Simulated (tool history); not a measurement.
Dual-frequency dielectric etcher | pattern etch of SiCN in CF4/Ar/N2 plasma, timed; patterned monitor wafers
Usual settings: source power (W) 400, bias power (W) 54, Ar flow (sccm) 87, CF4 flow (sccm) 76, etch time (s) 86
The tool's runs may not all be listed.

run,day,source power (W),bias power (W),Ar flow (sccm),CF4 flow (sccm),etch time (s),"read-back reference wafer on the same gauge, depth_nm",mean etch depth across the wafer (nm)
1,0,400,54,87,76,86,64.1,61.8
2,0.896,400,54,87,76,86,64.1,62.4
3,1.479,400,54,106,76,86,63.9,59.8
4,1.983,400,54,87,76,86,63.8,62.2
5,2.908,450,60,87,76,86,64,69.8
# day 3.338: CF4 flow controller replaced
6,4.004,400,58,102,76,86,64,61.9
7,5.225,400,54,87,91,86,64.2,64.1
8,5.958,400,54,87,76,86,64,62.3
# day 6.6: source power generator calibrated
9,7.271,400,54,87,76,70,63.8,50.7
10,7.908,400,54,78,76,86,63.9,63.8
11,8.433,400,41,107,60,86,64,54.5
12,8.962,400,54,87,76,86,64,63.9
# day 10.117: gauge calibrated
13,12.304,350,54,87,66,86,64,55.2
14,13.033,400,42,101,65,104,64.1,69.2
15,14.054,400,54,87,76,86,63.9,63.4
16,14.95,470,54,87,76,86,63.9,72
# day 16.583: wet clean of the chamber
17,16.604,320,54,87,90,86,64,54.2
18,17.179,350,66,87,82,93.5,64,63.3
19,18.254,400,54,87,76,86,64,61.8
20,19.121,400,54,87,66,107,63.8,75

5 ways to go on from here, each from the tool as it stands after run 20. What would each give?
A,19.138,440,54,87,76,86,?,?
B,19.138,400,54,87,88,86,?,?
C,19.138,400,54,87,94,86,?,?
D,19.138,340,54,87,76,86,?,?
E,19.138,400,54,108,59,86,?,?

run,"read-back reference wafer on the same gauge, depth_nm",mean etch depth across the wafer (nm)
A,63.9,67.5
B,63.9,64.3
C,63.9,65.1
D,63.9,55.1
E,63.9,56.7
Without the tool's hidden state the same runs would have given:
run,mean etch depth across the wafer (nm)
A,67.5
B,64.3
C,65.1
D,55.1
E,56.7

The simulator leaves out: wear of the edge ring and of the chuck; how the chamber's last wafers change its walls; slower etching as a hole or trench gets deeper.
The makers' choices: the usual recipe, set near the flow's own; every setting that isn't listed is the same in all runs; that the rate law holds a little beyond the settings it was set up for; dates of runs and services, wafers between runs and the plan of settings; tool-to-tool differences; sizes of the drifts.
